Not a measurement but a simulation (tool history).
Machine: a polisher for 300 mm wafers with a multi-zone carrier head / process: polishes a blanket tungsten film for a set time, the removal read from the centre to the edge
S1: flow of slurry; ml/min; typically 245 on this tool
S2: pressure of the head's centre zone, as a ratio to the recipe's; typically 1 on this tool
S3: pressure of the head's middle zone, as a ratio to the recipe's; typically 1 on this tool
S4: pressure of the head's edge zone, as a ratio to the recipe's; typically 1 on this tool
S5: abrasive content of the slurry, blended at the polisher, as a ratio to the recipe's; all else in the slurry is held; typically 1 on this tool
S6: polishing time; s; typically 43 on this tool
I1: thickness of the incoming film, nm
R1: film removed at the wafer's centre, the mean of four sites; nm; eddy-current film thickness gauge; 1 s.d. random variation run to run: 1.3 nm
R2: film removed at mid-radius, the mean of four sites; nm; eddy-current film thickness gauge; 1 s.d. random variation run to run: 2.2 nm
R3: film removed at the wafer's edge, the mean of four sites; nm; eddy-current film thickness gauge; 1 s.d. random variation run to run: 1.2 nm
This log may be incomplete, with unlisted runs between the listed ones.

run 1 hour=0 | S1=245 S2=1 S3=1 S4=1 S5=1 S6=43 | I1=964.2 | R1=165.4 R2=164.2 R3=161.8
run 2 hour=56.5 | S1=245 S2=1 S3=1 S4=1 S5=1 S6=43 | I1=976.8 | R1=163.1 R2=162.7 R3=159.7
run 3 hour=90.9 | S1=245 S2=1 S3=1 S4=1 S5=1 S6=43 | I1=979.1 | R1=163.8 R2=159.7 R3=157.8
run 4 hour=129.7 | S1=245 S2=1 S3=1 S4=1 S5=1 S6=43 | I1=973.8 | R1=157.8 R2=156.5 R3=154.6
-- hour=171.2 slurry nozzle cleaned
run 5 hour=173.9 | S1=245 S2=1 S3=1 S4=1 S5=1 S6=43 | I1=968.2 | R1=157.7 R2=154.9 R3=154.9
-- hour=194.8 worn pad replaced by a new one
run 6 hour=199.9 | S1=245 S2=1 S3=1 S4=1 S5=1 S6=43 | I1=976 | R1=168.2 R2=162.1 R3=161
run 7 hour=251.8 | S1=245 S2=1 S3=1 S4=1 S5=1 S6=43 | I1=974.7 | R1=164.6 R2=155.4 R3=158.8
run 8 hour=320.8 | S1=245 S2=1 S3=1 S4=0.91 S5=1 S6=43 | I1=960.9 | R1=162.3 R2=156.6 R3=147.4
-- hour=371.2 slurry nozzle cleaned
run 9 hour=381.3 | S1=245 S2=1 S3=1 S4=0.91 S5=1 S6=43 | I1=977.4 | R1=158.9 R2=153.9 R3=146.1
-- hour=406.3 worn pad replaced by a new one
run 10 hour=447.4 | S1=245 S2=1 S3=1 S4=1 S5=1 S6=43 | I1=965.2 | R1=169.3 R2=161.5 R3=158.9
run 11 hour=479.6 | S1=270 S2=1 S3=1 S4=1 S5=0.75 S6=43 | I1=979.2 | R1=158.4 R2=149.4 R3=147.3
-- hour=484.8 centre zone pressure recalibrated
-- hour=508.1 carrier head's membrane replaced by a new one
run 12 hour=537.8 | S1=245 S2=1 S3=1 S4=1 S5=1 S6=43 | I1=970.1 | R1=155.4 R2=151.4 R3=155.9
-- hour=568.8 slurry nozzle cleaned
run 13 hour=575.8 | S1=305 S2=1 S3=1 S4=1.05 S5=0.85 S6=43 | I1=951.3 | R1=150.9 R2=150.8 R3=153.3
run 14 hour=613.3 | S1=245 S2=1 S3=1 S4=1 S5=1 S6=43 | I1=971.2 | R1=150.5 R2=152.2 R3=150.2
-- hour=620.5 edge zone pressure recalibrated
-- hour=621.6 worn pad replaced by a new one
run 15 hour=658.7 | S1=245 S2=1 S3=1 S4=1 S5=1 S6=43 | I1=979 | R1=158.4 R2=158.4 R3=157.6
run 16 hour=692 | S1=245 S2=1 S3=1 S4=1 S5=1 S6=43 | I1=973.6 | R1=156.6 R2=156.2 R3=155.9
run 17 hour=751.9 | S1=290 S2=1 S3=1 S4=1 S5=1 S6=43 | I1=969.9 | R1=157.1 R2=159.8 R3=156.4
-- hour=758.8 slurry nozzle cleaned
-- hour=808.9 worn pad replaced by a new one
run 18 hour=822.8 | S1=215 S2=1 S3=1 S4=1 S5=0.75 S6=35 | I1=964.6 | R1=121.3 R2=122.7 R3=121
run 19 hour=847.4 | S1=320 S2=1 S3=0.92 S4=1 S5=1 S6=43 | I1=979.9 | R1=166.3 R2=153 R3=163.3
run 20 hour=889.4 | S1=245 S2=1.09 S3=1 S4=1 S5=1 S6=30 | I1=978.4 | R1=120.3 R2=112.2 R3=111.1
run 21 hour=953 | S1=245 S2=1 S3=1.06 S4=1 S5=1 S6=43 | I1=976.9 | R1=155.8 R2=164.6 R3=155

Branching from run 21: 4 alternative next runs. What would each branch give?
run A hour=953.4 | S1=245 S2=1 S3=1 S4=1 S5=1 S6=43 | I1=957.8 | R1=? R2=? R3=?
run B hour=953.4 | S1=270 S2=1 S3=1.11 S4=1 S5=1.25 S6=43 | I1=957.8 | R1=? R2=? R3=?
run C hour=953.4 | S1=245 S2=0.9 S3=1 S4=1.05 S5=1 S6=43 | I1=957.8 | R1=? R2=? R3=?
run D hour=953.4 | S1=245 S2=1 S3=1 S4=1.07 S5=1 S6=43 | I1=957.8 | R1=? R2=? R3=?

run=A R1=155.2 R2=157.1 R3=155.5
run=B R1=166 R2=183.3 R3=165.4
run=C R1=139.5 R2=157.2 R3=159.2
run=D R1=155.2 R2=157.1 R3=160.7
Had the tool no hidden state, the same runs would have come out as:
run=A R1=164.6 R2=165.6 R3=164
run=B R1=176.1 R2=193.3 R3=174.4
run=C R1=148.1 R2=165.7 R3=167.9
run=D R1=164.6 R2=165.6 R3=169.5

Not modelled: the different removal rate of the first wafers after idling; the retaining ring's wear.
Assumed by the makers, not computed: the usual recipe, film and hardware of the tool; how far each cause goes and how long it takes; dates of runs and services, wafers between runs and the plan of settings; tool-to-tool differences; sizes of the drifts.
